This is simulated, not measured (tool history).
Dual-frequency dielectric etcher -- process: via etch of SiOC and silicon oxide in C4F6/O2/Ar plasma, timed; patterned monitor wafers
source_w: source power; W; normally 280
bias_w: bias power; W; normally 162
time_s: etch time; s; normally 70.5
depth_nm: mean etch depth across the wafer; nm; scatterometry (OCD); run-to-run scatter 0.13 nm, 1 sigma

run,day,source_w,bias_w,time_s,"read-back reference wafer on the same gauge, depth_nm",depth_nm
1,0,280,162,70.5,69.7,69.1
2,2.204,280,162,70.5,69.7,69
3,3.7,280,175,70.5,69.7,71.4
4,5.417,280,175,70.5,69.7,71.3
5,8.138,280,162,70.5,69.7,68.3
6,9.262,280,162,70.5,69.6,68.4
7,11.792,280,162,70.5,69.6,67.7
# day 14.904: wet clean of the chamber
8,14.925,280,162,70.5,69.7,68.9
9,17,280,162,70.5,69.7,68.8
10,19.292,280,162,70.5,69.7,68.5
11,21.8,280,162,70.5,69.7,68.2
12,24.738,280,162,70.5,69.6,67.9
13,26.058,280,162,70.5,69.8,67.7
14,28.946,280,162,70.5,69.8,67.3
# day 31.267: upper electrode replaced
# day 31.767: wet clean of the chamber
15,31.788,280,162,70.5,69.7,68.9
16,32.421,300,183,70.5,69.7,74.5
# day 32.608: gauge calibrated
17,35.196,220,162,76,69.7,69
18,36.329,250,122,70.5,69.7,56.7
19,39.021,230,151,88,69.7,77.5

Estimate the outcome of run 20 from the log above:
20,40.267,250,200,81,?,?

For run 20 the tool returned read-back reference wafer on the same gauge, depth_nm 69.7, depth_nm 83.8 nm.
With the hidden condition absent and the run-to-run variation left alone, this run would have shown depth_nm 87.4 nm.
